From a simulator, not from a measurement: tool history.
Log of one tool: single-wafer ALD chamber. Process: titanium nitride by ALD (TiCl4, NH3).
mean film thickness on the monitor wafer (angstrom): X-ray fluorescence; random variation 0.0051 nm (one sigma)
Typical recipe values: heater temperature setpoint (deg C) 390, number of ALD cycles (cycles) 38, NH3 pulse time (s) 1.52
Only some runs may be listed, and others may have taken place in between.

run,hour,heater temperature setpoint (deg C),number of ALD cycles (cycles),NH3 pulse time (s),wafers since the last listed run,hours since the last thermocouple change,hours since the showerhead was replaced,hours since the gauge calibration,"read-back reference wafer on the same gauge, thickness_nm",mean film thickness on the monitor wafer (angstrom)
1,0,390,40,1.52,0,1335,4795.3,1536.4,0.801,9.15
2,43.4,380,38,1.52,186,1378.4,4838.7,1579.8,0.802,8.47
3,79.5,390,38,1.52,155,1414.5,4874.8,1615.9,0.8,8.63
4,135.1,390,38,1.52,238,1470.1,4930.4,1671.5,0.8,8.75
5,182.2,390,38,1.24,202,1517.2,4977.5,1718.6,0.801,8.55
6,216.5,390,38,1.52,147,1551.5,5011.8,1752.9,0.8,8.64
7,276.7,390,38,1.52,258,1611.7,5072,1813.1,0.801,8.66
8,319.1,390,38,1.52,182,1654.1,5114.4,1855.5,0.8,8.68
9,379.3,390,38,1.52,258,1714.3,5174.6,1915.7,0.801,8.7
# hour 404.2: thermocouple changed; heater temperature recalibrated
10,450.8,396,38,1.52,272,46.6,5246.1,1987.2,0.802,8.66
11,499.2,385,38,1.52,207,95,5294.5,2035.6,0.801,8.54
# hour 525.1: gauge calibrated
12,546.7,385,38,1.52,203,142.5,5342,21.6,0.802,8.6
13,584.4,385,38,1.52,161,180.2,5379.7,59.3,0.799,8.62
14,654.3,390,43,1.87,300,250.1,5449.6,129.2,0.8,9.86
15,706.5,390,43,1.87,224,302.3,5501.8,181.4,0.801,9.79
16,763.3,390,43,1.87,243,359.1,5558.6,238.2,0.801,9.86
17,806.5,382,43,2.08,185,402.3,5601.8,281.4,0.8,9.85
18,841.8,390,36,1.52,151,437.6,5637.1,316.7,0.8,8.19
19,912.6,401,41,1.79,304,508.4,5707.9,387.5,0.801,9.57
20,977,378,36,2.03,276,572.8,5772.3,451.9,0.8,8.23
21,1008.4,386,43,1.9,134,604.2,5803.7,483.3,0.801,9.9
22,1044.5,390,38,1.52,155,640.3,5839.8,519.4,0.8,8.73
23,1092.5,384,38,1.17,206,688.3,5887.8,567.4,0.801,8.47
24,1139.5,384,35,1.86,201,735.3,5934.8,614.4,0.8,8
25,1182.7,397,41,0.93,185,778.5,5978,657.6,0.802,9.21
26,1246.8,405,30,1.05,275,842.6,6042.1,721.7,0.802,6.77
27,1274.5,390,31,1.11,118,870.3,6069.8,749.4,0.801,7
28,1303.6,390,38,1.52,124,899.4,6098.9,778.5,0.801,8.64
29,1333.8,398,43,1.15,129,929.6,6129.1,808.7,0.801,9.81
# hour 1343.2: showerhead replaced
30,1389.7,390,38,1.08,205,985.5,46.5,864.6,0.802,8.58
31,1444.4,390,38,1.52,234,1040.2,101.2,919.3,0.801,8.56
32,1497.2,390,38,1.52,226,1093,154,972.1,0.801,8.63
33,1538,390,38,1.52,175,1133.8,194.8,1012.9,0.802,8.64
34,1589.7,390,38,1.52,222,1185.5,246.5,1064.6,0.801,8.57
35,1637.3,383,32,1.92,204,1233.1,294.1,1112.2,0.8,7.32
36,1676.9,390,43,1.87,170,1272.7,333.7,1151.8,0.803,9.86
37,1709.9,384,45,1.52,141,1305.7,366.7,1184.8,0.801,10.08
38,1775.3,390,38,1.52,280,1371.1,432.1,1250.2,0.801,8.66
39,1802.3,390,34,1.15,115,1398.1,459.1,1277.2,0.801,7.66

Across each entry between runs, compare the hidden state at the last listed run before it with the hidden state at the first listed run after it:
In the gap between runs 9 and 10: thermocouple changed; heater temperature recalibrated (hour 404.2)
  nothing in the hidden state changes from one run to the other
In the gap between runs 11 and 12: gauge calibrated (hour 525.1)
  nothing in the hidden state changes from one run to the other
In the gap between runs 29 and 30: showerhead replaced (hour 1343.2)
  nothing in the hidden state changes from one run to the other
